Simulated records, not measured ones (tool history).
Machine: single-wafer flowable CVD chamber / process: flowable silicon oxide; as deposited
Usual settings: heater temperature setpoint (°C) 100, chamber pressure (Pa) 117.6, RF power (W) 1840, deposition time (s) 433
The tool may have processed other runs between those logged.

run   hour  heater temperature setpoint (°C)  chamber pressure (Pa)  RF power (W)  deposition time (s)  wafers since the last listed run  hours since the last thermocouple change  hours since the last RF generator calibration  hours since the last manometer calibration  hours since the showerhead was replaced  hours since the gauge calibration  read-back reference wafer on the same gauge, thickness_nm  mean film thickness on the monitor wafer (Å)
  1      0                               100                  117.6          1840                  433                                 0                                    1190.4                                         1655.8                                      1202.9                                   5049.5                               14.8                                                    274.998                                       3372.85
  2   21.7                               100                  117.6          1840                  433                               116                                    1212.1                                         1677.5                                      1224.6                                   5071.2                               36.5                                                    274.831                                       3367.48
  3   38.9                               100                  117.6          1840                  433                                92                                    1229.3                                         1694.7                                      1241.8                                   5088.4                               53.7                                                    274.466                                          3359
  4   70.4                               100                  117.6          2080                  433                               168                                    1260.8                                         1726.2                                      1273.3                                   5119.9                               85.2                                                    274.533                                       3448.56
  5   90.6                               100                  117.6          2080                  433                               108                                      1281                                         1746.4                                      1293.5                                   5140.1                              105.4                                                    274.568                                       3424.57
  6    108                               100                  117.6          2080                  433                                93                                    1298.4                                         1763.8                                      1310.9                                   5157.5                              122.8                                                     274.53                                       3426.16
  7  136.1                               100                   94.1          1840                  433                               150                                    1326.5                                         1791.9                                        1339                                   5185.6                              150.9                                                    275.019                                       2671.47
  8  163.4                               105                  104.1          1975                  433                               146                                    1353.8                                         1819.2                                      1366.3                                   5212.9                              178.2                                                    274.931                                       2628.41
     191.6  -- RF generator calibrated
  9  196.3                               100                  117.6          2075                  478                               133                                    1386.7                                            4.7                                      1399.2                                   5245.8                              211.1                                                    274.788                                       3810.01
 10  217.9                               100                  117.6          1725                  433                               115                                    1408.3                                           26.3                                      1420.8                                   5267.4                              232.7                                                    275.196                                       3323.74
 11  240.6                               100                  100.4          1635                  433                               121                                      1431                                             49                                      1443.5                                   5290.1                              255.4                                                    274.848                                        2818.6
     275.6  -- gauge calibrated
     280.2  -- thermocouple changed; heater temperature recalibrated
     314.7  -- showerhead replaced
     317.9  -- capacitance manometer re-zeroed and calibrated
 12  328.9                               100                  100.4          1635                  433                               370                                      48.7                                          137.3                                          11                                     14.2                               53.3                                                    274.714                                       2473.44
 13    360                                92                  145.9          1525                  359                               166                                      79.8                                          168.4                                        42.1                                     45.3                               84.4                                                    275.164                                       3754.07
 14  383.2                               100                  117.6          1840                  433                               124                                       103                                          191.6                                        65.3                                     68.5                              107.6                                                    275.046                                       3000.96
 15  430.5                               109                  102.5          2000                  367                               253                                     150.3                                          238.9                                       112.6                                    115.8                              154.9                                                    275.078                                       1748.79

Consider 3 possible next runs. They are alternatives, not a sequence: every one starts from the tool as it was left by run 15. What does each give?
  A   431                               100                  117.6          1840                  433                                 2                                     150.8                                          239.4                                       113.1                                    116.3                              155.4                                                          ?                                             ?
  B   431                                94                  127.6          1840                  433                                 2                                     150.8                                          239.4                                       113.1                                    116.3                              155.4                                                          ?                                             ?
  C   431                               111                  117.6          1990                  349                                 2                                     150.8                                          239.4                                       113.1                                    116.3                              155.4                                                          ?                                             ?

run  read-back reference wafer on the same gauge, thickness_nm  mean film thickness on the monitor wafer (Å)
  A                                                    275.012                                       3054.24
  B                                                    275.012                                       3939.55
  C                                                    275.012                                       1807.02
Stripped of hidden state, with their random variation kept, the same runs would have yielded:
run  mean film thickness on the monitor wafer (Å)
  A                                       2915.92
  B                                       3756.09
  C                                        1724.6
